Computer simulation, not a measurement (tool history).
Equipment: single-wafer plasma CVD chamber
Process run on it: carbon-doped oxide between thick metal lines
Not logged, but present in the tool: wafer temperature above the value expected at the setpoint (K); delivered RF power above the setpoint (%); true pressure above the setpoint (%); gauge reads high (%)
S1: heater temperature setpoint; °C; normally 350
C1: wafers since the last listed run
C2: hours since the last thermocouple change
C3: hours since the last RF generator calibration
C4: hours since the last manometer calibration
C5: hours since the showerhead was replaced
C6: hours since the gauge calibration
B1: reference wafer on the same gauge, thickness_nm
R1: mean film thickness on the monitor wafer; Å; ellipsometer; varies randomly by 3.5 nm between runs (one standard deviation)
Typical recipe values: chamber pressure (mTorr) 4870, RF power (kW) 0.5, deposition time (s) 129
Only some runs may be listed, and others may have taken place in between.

run 1 hour=0 | S1=350 chamber_pressure_(mTorr)=4870 RF_power_(kW)=0.5 deposition_time_(s)=111 | C1=0 C2=1433.6 C3=1112.5 C4=2008.5 C5=3320.6 C6=278.8 | B1=680.476 | R1=5961.52
run 2 hour=52.5 | S1=350 chamber_pressure_(mTorr)=4870 RF_power_(kW)=0.5 deposition_time_(s)=111 | C1=737 C2=1486.1 C3=1165 C4=2061 C5=3373.1 C6=331.3 | B1=679.572 | R1=5978.07
run 3 hour=83.8 | S1=350 chamber_pressure_(mTorr)=4870 RF_power_(kW)=0.5 deposition_time_(s)=111 | C1=439 C2=1517.4 C3=1196.3 C4=2092.3 C5=3404.4 C6=362.6 | B1=678.925 | R1=5894.88
run 4 hour=148.6 | S1=350 chamber_pressure_(mTorr)=5600 RF_power_(kW)=0.5 deposition_time_(s)=129 | C1=910 C2=1582.2 C3=1261.1 C4=2157.1 C5=3469.2 C6=427.4 | B1=679.626 | R1=7025.61
run 5 hour=212.3 | S1=350 chamber_pressure_(mTorr)=4870 RF_power_(kW)=0.5 deposition_time_(s)=129 | C1=894 C2=1645.9 C3=1324.8 C4=2220.8 C5=3532.9 C6=491.1 | B1=679.737 | R1=6933.97
run 6 hour=240.4 | S1=350 chamber_pressure_(mTorr)=4870 RF_power_(kW)=0.5 deposition_time_(s)=129 | C1=394 C2=1674 C3=1352.9 C4=2248.9 C5=3561 C6=519.2 | B1=680.168 | R1=6907.59
run 7 hour=294 | S1=350 chamber_pressure_(mTorr)=4870 RF_power_(kW)=0.43 deposition_time_(s)=129 | C1=752 C2=1727.6 C3=1406.5 C4=2302.5 C5=3614.6 C6=572.8 | B1=680.595 | R1=5854.59
-- hour=308.2 thermocouple changed; heater temperature recalibrated
run 8 hour=336.5 | S1=350 chamber_pressure_(mTorr)=4870 RF_power_(kW)=0.43 deposition_time_(s)=129 | C1=484 C2=28.3 C3=1449 C4=2345 C5=3657.1 C6=615.3 | B1=679.79 | R1=5776.66
-- hour=371.5 RF generator calibrated
run 9 hour=403.5 | S1=350 chamber_pressure_(mTorr)=4870 RF_power_(kW)=0.5 deposition_time_(s)=129 | C1=828 C2=95.3 C3=32 C4=2412 C5=3724.1 C6=682.3 | B1=680.177 | R1=6836.07
run 10 hour=442.8 | S1=350 chamber_pressure_(mTorr)=4870 RF_power_(kW)=0.5 deposition_time_(s)=129 | C1=552 C2=134.6 C3=71.3 C4=2451.3 C5=3763.4 C6=721.6 | B1=678.862 | R1=6948.04
run 11 hour=509.2 | S1=350 chamber_pressure_(mTorr)=4610 RF_power_(kW)=0.5 deposition_time_(s)=129 | C1=932 C2=201 C3=137.7 C4=2517.7 C5=3829.8 C6=788 | B1=679.121 | R1=6829.3
-- hour=544.9 gauge calibrated
run 12 hour=571.5 | S1=350 chamber_pressure_(mTorr)=4870 RF_power_(kW)=0.5 deposition_time_(s)=129 | C1=875 C2=263.3 C3=200 C4=2580 C5=3892.1 C6=26.6 | B1=680.167 | R1=6910.81
run 13 hour=638.1 | S1=350 chamber_pressure_(mTorr)=4870 RF_power_(kW)=0.435 deposition_time_(s)=129 | C1=935 C2=329.9 C3=266.6 C4=2646.6 C5=3958.7 C6=93.2 | B1=680.775 | R1=5949.18
run 14 hour=663.2 | S1=345 chamber_pressure_(mTorr)=4500 RF_power_(kW)=0.5 deposition_time_(s)=106 | C1=352 C2=355 C3=291.7 C4=2671.7 C5=3983.8 C6=118.3 | B1=680.266 | R1=5636.7
-- hour=684.4 showerhead replaced
run 15 hour=722.1 | S1=350 chamber_pressure_(mTorr)=5280 RF_power_(kW)=0.5 deposition_time_(s)=129 | C1=715 C2=413.9 C3=350.6 C4=2730.6 C5=37.7 C6=177.2 | B1=677.737 | R1=7067.15
run 16 hour=749 | S1=350 chamber_pressure_(mTorr)=4870 RF_power_(kW)=0.5 deposition_time_(s)=129 | C1=377 C2=440.8 C3=377.5 C4=2757.5 C5=64.6 C6=204.1 | B1=680.409 | R1=6875.43
-- hour=767.1 capacitance manometer re-zeroed and calibrated
run 17 hour=780.8 | S1=350 chamber_pressure_(mTorr)=4870 RF_power_(kW)=0.5 deposition_time_(s)=129 | C1=334 C2=472.6 C3=409.3 C4=13.7 C5=96.4 C6=235.9 | B1=679.631 | R1=6844.95
run 18 hour=821.9 | S1=336 chamber_pressure_(mTorr)=3920 RF_power_(kW)=0.455 deposition_time_(s)=104 | C1=577 C2=513.7 C3=450.4 C4=54.8 C5=137.5 C6=277 | B1=681.951 | R1=5059.27
run 19 hour=863.2 | S1=350 chamber_pressure_(mTorr)=5250 RF_power_(kW)=0.5 deposition_time_(s)=113 | C1=580 C2=555 C3=491.7 C4=96.1 C5=178.8 C6=318.3 | B1=680.35 | R1=6116.27
run 20 hour=919.9 | S1=350 chamber_pressure_(mTorr)=4870 RF_power_(kW)=0.56 deposition_time_(s)=129 | C1=796 C2=611.7 C3=548.4 C4=152.8 C5=235.5 C6=375 | B1=679.815 | R1=7669.65
run 21 hour=985.1 | S1=350 chamber_pressure_(mTorr)=4870 RF_power_(kW)=0.5 deposition_time_(s)=129 | C1=915 C2=676.9 C3=613.6 C4=218 C5=300.7 C6=440.2 | B1=681.033 | R1=6939.11
run 22 hour=1015.6 | S1=350 chamber_pressure_(mTorr)=4870 RF_power_(kW)=0.59 deposition_time_(s)=118 | C1=428 C2=707.4 C3=644.1 C4=248.5 C5=331.2 C6=470.7 | B1=678.183 | R1=7331.51

5 options for the next run, each taken on its own from the tool as it stands now. Forecast them:
run A hour=1016 | S1=350 chamber_pressure_(mTorr)=4870 RF_power_(kW)=0.535 deposition_time_(s)=129 | C1=5 C2=707.8 C3=644.5 C4=248.9 C5=331.6 C6=471.1 | B1=? | R1=?
run B hour=1016 | S1=338 chamber_pressure_(mTorr)=4870 RF_power_(kW)=0.54 deposition_time_(s)=147 | C1=5 C2=707.8 C3=644.5 C4=248.9 C5=331.6 C6=471.1 | B1=? | R1=?
run C hour=1016 | S1=361 chamber_pressure_(mTorr)=5820 RF_power_(kW)=0.5 deposition_time_(s)=129 | C1=5 C2=707.8 C3=644.5 C4=248.9 C5=331.6 C6=471.1 | B1=? | R1=?
run D hour=1016 | S1=350 chamber_pressure_(mTorr)=5800 RF_power_(kW)=0.5 deposition_time_(s)=129 | C1=5 C2=707.8 C3=644.5 C4=248.9 C5=331.6 C6=471.1 | B1=? | R1=?
run E hour=1016 | S1=338 chamber_pressure_(mTorr)=5590 RF_power_(kW)=0.55 deposition_time_(s)=135 | C1=5 C2=707.8 C3=644.5 C4=248.9 C5=331.6 C6=471.1 | B1=? | R1=?

run=A B1=679.301 R1=7392.51
run=B B1=679.301 R1=8742.93
run=C B1=679.301 R1=6946.52
run=D B1=679.301 R1=7113.23
run=E B1=679.301 R1=8334.93
Stripped of hidden state, with their random variation kept, the same runs would have yielded:
run=A R1=7392.51
run=B R1=8742.93
run=C R1=6946.52
run=D R1=7113.23
run=E R1=8334.93

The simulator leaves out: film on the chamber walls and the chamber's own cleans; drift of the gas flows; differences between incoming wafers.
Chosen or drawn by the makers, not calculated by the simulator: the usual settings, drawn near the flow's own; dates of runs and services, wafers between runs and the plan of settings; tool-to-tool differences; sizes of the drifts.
